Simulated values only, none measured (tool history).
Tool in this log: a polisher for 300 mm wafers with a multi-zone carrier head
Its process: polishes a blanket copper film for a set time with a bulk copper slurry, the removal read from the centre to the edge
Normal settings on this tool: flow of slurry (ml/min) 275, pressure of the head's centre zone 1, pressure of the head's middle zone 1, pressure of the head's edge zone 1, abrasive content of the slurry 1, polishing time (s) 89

| run | hour | flow of slurry (ml/min) | pressure of the head's centre zone | pressure of the head's middle zone | pressure of the head's edge zone | abrasive content of the slurry | polishing time (s) | incoming thickness of the incoming film, nm | film removed at the wafer's centre (Å) | film removed at mid-radius (Å) | film removed at the wafer's edge (Å) |
|---|---|---|---|---|---|---|---|---|---|---|---|
| 1 | 0 | 275 | 1 | 1 | 1 | 1 | 89 | 4758.7 | 5918 | 6209 | 5944 |
|  | 152.1 | worn pad replaced by a new one |
| 2 | 159.7 | 275 | 1 | 1 | 1 | 1 | 89 | 4693.7 | 5950 | 6185 | 5967 |
|  | 178.7 | centre zone pressure recalibrated |
| 3 | 197.4 | 275 | 1 | 1 | 1 | 1 | 89 | 4742.1 | 5509 | 6240 | 5945 |
| 4 | 224.2 | 275 | 1 | 1 | 1 | 1 | 89 | 4680.5 | 5426 | 5993 | 5850 |
| 5 | 287.6 | 275 | 1.04 | 1 | 1 | 1 | 89 | 4728.1 | 5553 | 6160 | 5993 |
| 6 | 321.6 | 275 | 1.04 | 1 | 1 | 1 | 89 | 4733 | 5486 | 6136 | 6017 |
| 7 | 353.3 | 275 | 1.12 | 1.08 | 1 | 1.25 | 89 | 4773.2 | 6490 | 7002 | 6587 |
| 8 | 413 | 275 | 1 | 1 | 1 | 1 | 89 | 4712.3 | 5240 | 6010 | 5978 |
| 9 | 453.2 | 275 | 1 | 0.89 | 0.92 | 1 | 89 | 4774.3 | 5225 | 5533 | 5885 |
|  | 484.2 | slurry nozzle cleaned |
|  | 488.7 | worn pad replaced by a new one |
| 10 | 494 | 275 | 1 | 1 | 1 | 1 | 89 | 4656.8 | 5221 | 6079 | 6055 |
| 11 | 522.3 | 275 | 1 | 1 | 1.06 | 1 | 89 | 4728.5 | 5277 | 6096 | 6110 |
| 12 | 547.5 | 330 | 1.11 | 1 | 0.97 | 1 | 105 | 4740.9 | 6974 | 7402 | 7095 |
|  | 564.7 | centre zone pressure recalibrated, repeated, since the last time left the tool worse |
|  | 594.1 | edge zone pressure recalibrated |
| 13 | 598.5 | 275 | 1 | 1 | 1 | 1 | 89 | 4725.9 | 6078 | 6205 | 6140 |
|  | 647.8 | carrier head's membrane replaced by a new one |
| 14 | 658 | 235 | 0.97 | 1 | 1 | 1 | 62 | 4625.6 | 4016 | 4187 | 4163 |
| 15 | 709.9 | 275 | 1 | 1 | 1 | 1 | 89 | 4679.5 | 5957 | 6274 | 5979 |
|  | 841.9 | worn pad replaced by a new one |
| 16 | 867.6 | 225 | 1 | 1 | 1 | 1.2 | 89 | 4686.1 | 6163 | 6304 | 6307 |
|  | 992.5 | centre zone pressure recalibrated |
| 17 | 1010.6 | 320 | 1.08 | 1 | 1 | 1.1 | 113 | 4774.1 | 8689 | 8046 | 8039 |
|  | 1029.7 | slurry nozzle cleaned |
| 18 | 1081.1 | 275 | 1 | 1 | 1 | 1 | 89 | 4691 | 6059 | 6174 | 6098 |
| 19 | 1119 | 275 | 1.06 | 1 | 0.94 | 1 | 89 | 4661.6 | 6308 | 6266 | 5762 |
|  | 1175.3 | worn pad replaced by a new one |
| 20 | 1331.2 | 330 | 1 | 1 | 1 | 1 | 89 | 4665.9 | 5979 | 6238 | 6141 |

Predict each of these 5 candidate next runs independently; none follows another, all start after run 20:
| A | 1331.6 | 275 | 1 | 1 | 1 | 1 | 89 | 4741.1 | ? | ? | ? |
| B | 1331.6 | 250 | 1 | 1 | 1 | 1 | 89 | 4741.1 | ? | ? | ? |
| C | 1331.6 | 275 | 1.05 | 1 | 1 | 1 | 89 | 4741.1 | ? | ? | ? |
| D | 1331.6 | 275 | 1.06 | 0.95 | 1 | 0.75 | 71 | 4741.1 | ? | ? | ? |
| E | 1331.6 | 345 | 1 | 1 | 1 | 1 | 117 | 4741.1 | ? | ? | ? |

| run | film removed at the wafer's centre (Å) | film removed at mid-radius (Å) | film removed at the wafer's edge (Å) |
|---|---|---|---|
| A | 5873 | 6117 | 5924 |
| B | 5797 | 6046 | 5873 |
| C | 6153 | 6116 | 5924 |
| D | 4518 | 4263 | 4315 |
| E | 7920 | 8229 | 7926 |
What these runs would have given with no unlogged condition in the tool:
| run | film removed at the wafer's centre (Å) | film removed at mid-radius (Å) | film removed at the wafer's edge (Å) |
|---|---|---|---|
| A | 6128 | 6116 | 5924 |
| B | 6049 | 6045 | 5873 |
| C | 6420 | 6114 | 5924 |
| D | 4713 | 4262 | 4315 |
| E | 8265 | 8227 | 7926 |
